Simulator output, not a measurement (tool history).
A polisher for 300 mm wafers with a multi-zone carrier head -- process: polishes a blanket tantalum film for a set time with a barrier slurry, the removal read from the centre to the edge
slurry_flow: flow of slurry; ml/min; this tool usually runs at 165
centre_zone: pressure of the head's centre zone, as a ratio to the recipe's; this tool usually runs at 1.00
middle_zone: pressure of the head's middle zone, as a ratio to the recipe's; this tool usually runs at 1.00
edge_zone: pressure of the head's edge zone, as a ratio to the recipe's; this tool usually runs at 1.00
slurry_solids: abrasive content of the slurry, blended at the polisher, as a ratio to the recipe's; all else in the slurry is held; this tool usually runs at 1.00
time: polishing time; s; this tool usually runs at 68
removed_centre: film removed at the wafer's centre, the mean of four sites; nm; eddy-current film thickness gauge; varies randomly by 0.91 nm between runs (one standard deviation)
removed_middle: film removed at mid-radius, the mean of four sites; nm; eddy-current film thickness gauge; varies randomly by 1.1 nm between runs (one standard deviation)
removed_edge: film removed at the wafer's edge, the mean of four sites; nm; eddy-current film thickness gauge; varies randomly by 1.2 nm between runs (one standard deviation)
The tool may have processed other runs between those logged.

run,hour,slurry_flow,centre_zone,middle_zone,edge_zone,slurry_solids,time,"incoming thickness of the incoming film, nm",removed_centre,removed_middle,removed_edge
1,0.0,165,1.00,1.00,1.00,1.00,68,488.6,104.9,106.1,108.0
2,13.5,165,1.00,1.00,1.00,1.00,68,481.3,103.7,103.0,106.6
3,32.8,165,1.00,1.00,1.00,1.00,68,489.4,104.7,102.3,106.5
4,47.6,165,1.00,1.00,1.00,1.00,68,477.8,104.4,104.3,108.2
5,70.2,165,1.00,1.00,1.00,1.00,68,482.8,102.5,102.1,107.8
6,87.2,165,1.00,1.00,1.00,1.00,68,476.2,103.4,100.1,106.1
7,102.0,165,0.91,1.00,1.00,1.00,68,480.1,94.0,102.0,105.9
8,120.7,190,1.00,1.00,1.00,1.00,68,473.3,109.3,108.0,108.1
9,199.8,190,1.00,1.00,1.00,1.00,68,484.2,105.7,107.0,109.4
10,214.4,190,1.00,1.00,1.00,1.00,68,477.5,106.7,106.2,110.3
11,245.8,165,1.12,1.11,1.00,1.00,62,475.2,103.5,100.4,97.4
12,279.7,195,0.95,1.00,1.00,1.00,68,471.5,102.3,106.3,109.9
13,300.1,140,0.95,1.12,1.00,1.00,54,480.1,71.2,83.8,80.7
14,334.2,165,1.00,0.88,1.00,1.00,51,475.3,75.7,67.5,78.9
15,359.6,225,1.00,1.03,1.11,1.00,68,486.8,112.7,112.7,117.0
16,391.2,165,1.00,1.03,0.95,1.00,47,472.0,81.2,79.5,76.4
17,498.5,165,1.00,1.00,1.00,1.00,68,479.8,112.1,108.4,113.8
18,521.1,165,1.00,1.00,1.00,1.00,68,482.8,110.6,109.6,112.7
19,538.2,165,0.92,1.00,1.00,1.00,68,478.4,101.7,108.8,111.3
20,551.7,165,1.00,1.00,1.09,1.00,80,483.5,130.0,126.4,135.7
21,581.1,165,1.00,0.96,1.11,1.00,68,479.3,108.7,102.3,116.5

Withheld: 6 entries from between the runs. Position of each, and hidden state at the listed run before versus the listed run after:
Logged between run 8 and run 9: worn pad replaced by a new one (hour 139.0)
  slurry flow missing at the pad, %: 37.2 -> 38.4
  measured value less the no-hidden-state value, removed_centre: -13.5 -> -13.8 nm; removed_middle: -11.8 -> -12.3 nm; removed_edge: -8.3 -> -8.9 nm
Logged between run 10 and run 11: centre zone pressure recalibrated (hour 223.6)
  slurry flow missing at the pad, %: 38.6 -> 39
  measured value less the no-hidden-state value, removed_centre: -14.1 -> -16.4 nm; removed_middle: -12.3 -> -13.9 nm; removed_edge: -9.0 -> -9.2 nm
Logged between run 15 and run 16: slurry nozzle cleaned (hour 389.5)
  slurry flow missing at the pad, %: 40 -> 5.51
  measured value less the no-hidden-state value, removed_centre: -13.1 -> -1.1 nm; removed_middle: -11.6 -> -0.9 nm; removed_edge: -8.7 -> -0.6 nm
Logged between run 16 and run 17: worn pad replaced by a new one (hour 397.0); edge zone pressure recalibrated (hour 447.0); carrier head's membrane replaced by a new one (hour 461.2)
  slurry flow missing at the pad, %: 5.51 -> 19.1
  measured value less the no-hidden-state value, removed_centre: -1.1 -> -6.0 nm; removed_middle: -0.9 -> -5.1 nm; removed_edge: -0.6 -> -3.8 nm
